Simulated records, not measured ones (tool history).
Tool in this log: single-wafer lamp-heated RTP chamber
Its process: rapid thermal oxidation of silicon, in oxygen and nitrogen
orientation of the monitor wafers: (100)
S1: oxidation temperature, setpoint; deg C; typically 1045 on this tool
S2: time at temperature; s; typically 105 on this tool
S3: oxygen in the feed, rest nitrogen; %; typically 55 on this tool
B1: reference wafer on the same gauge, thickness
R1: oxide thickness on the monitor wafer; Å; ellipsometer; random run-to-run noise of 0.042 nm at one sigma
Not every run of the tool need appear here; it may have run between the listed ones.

| run | hour | S1 | S2 | S3 | B1 | R1 |
|---|---|---|---|---|---|---|
| 1 | 0 | 1045 | 128 | 55 | 9.109 | 94.16 |
| 2 | 73.8 | 1045 | 128 | 55 | 9.108 | 94.96 |
| 3 | 174.7 | 1045 | 128 | 55 | 9.099 | 94.4 |
| 4 | 251 | 1045 | 105 | 55 | 9.116 | 87.74 |
| 5 | 314.5 | 1045 | 105 | 55 | 9.114 | 86.84 |
| 6 | 400.8 | 1045 | 105 | 55 | 9.107 | 87.76 |
| 7 | 461.5 | 1045 | 105 | 55 | 9.098 | 87.82 |
| 8 | 569.3 | 1045 | 105 | 55 | 9.112 | 88.35 |
|  | 607.2 | pyrometer window cleaned and pyrometer calibrated |
| 9 | 607.7 | 1045 | 105 | 55 | 9.105 | 86.21 |
| 10 | 685.7 | 1057 | 105 | 38 | 9.105 | 81.67 |
|  | 737.7 | gauge calibrated |
| 11 | 791.1 | 1045 | 87 | 55 | 9.126 | 78.35 |
| 12 | 891.9 | 1045 | 87 | 55 | 9.109 | 79.38 |
| 13 | 978.3 | 1070 | 105 | 55 | 9.111 | 101.74 |
| 14 | 1020.7 | 1045 | 125 | 39 | 9.099 | 83.17 |
| 15 | 1065.5 | 1045 | 105 | 55 | 9.128 | 86.51 |
| 16 | 1104.1 | 1063 | 122 | 80 | 9.121 | 120.55 |
| 17 | 1192.4 | 1045 | 105 | 55 | 9.102 | 87.58 |
| 18 | 1287.9 | 1032 | 60 | 83 | 9.105 | 72.07 |
|  | 1309.7 | oxygen flow controller replaced |
| 19 | 1386.7 | 1018 | 156 | 71 | 9.103 | 96.13 |
| 20 | 1474.2 | 1045 | 142 | 55 | 9.117 | 102.92 |
|  | 1494.1 | pyrometer window cleaned and pyrometer calibrated |
| 21 | 1552.4 | 1045 | 137 | 55 | 9.111 | 97.96 |
| 22 | 1769.9 | 1022 | 141 | 70 | 9.106 | 91.54 |
| 23 | 1831.5 | 1045 | 105 | 37 | 9.104 | 75.45 |
| 24 | 1932.9 | 1070 | 105 | 43 | 9.098 | 93.73 |

What if the next run were any one of these 4? Each begins from the tool's condition after run 24:
| A | 1933.4 | 1045 | 105 | 55 | ? | ? |
| B | 1933.4 | 1045 | 146 | 55 | ? | ? |
| C | 1933.4 | 1045 | 68 | 44 | ? | ? |
| D | 1933.4 | 1057 | 66 | 64 | ? | ? |

| run | B1 | R1 |
|---|---|---|
| A | 9.119 | 87.05 |
| B | 9.119 | 101.25 |
| C | 9.119 | 66.21 |
| D | 9.119 | 80.92 |
With no hidden state in the tool, these same runs would have given:
| run | R1 |
|---|---|
| A | 86.1 |
| B | 100.15 |
| C | 65.5 |
| D | 80.06 |
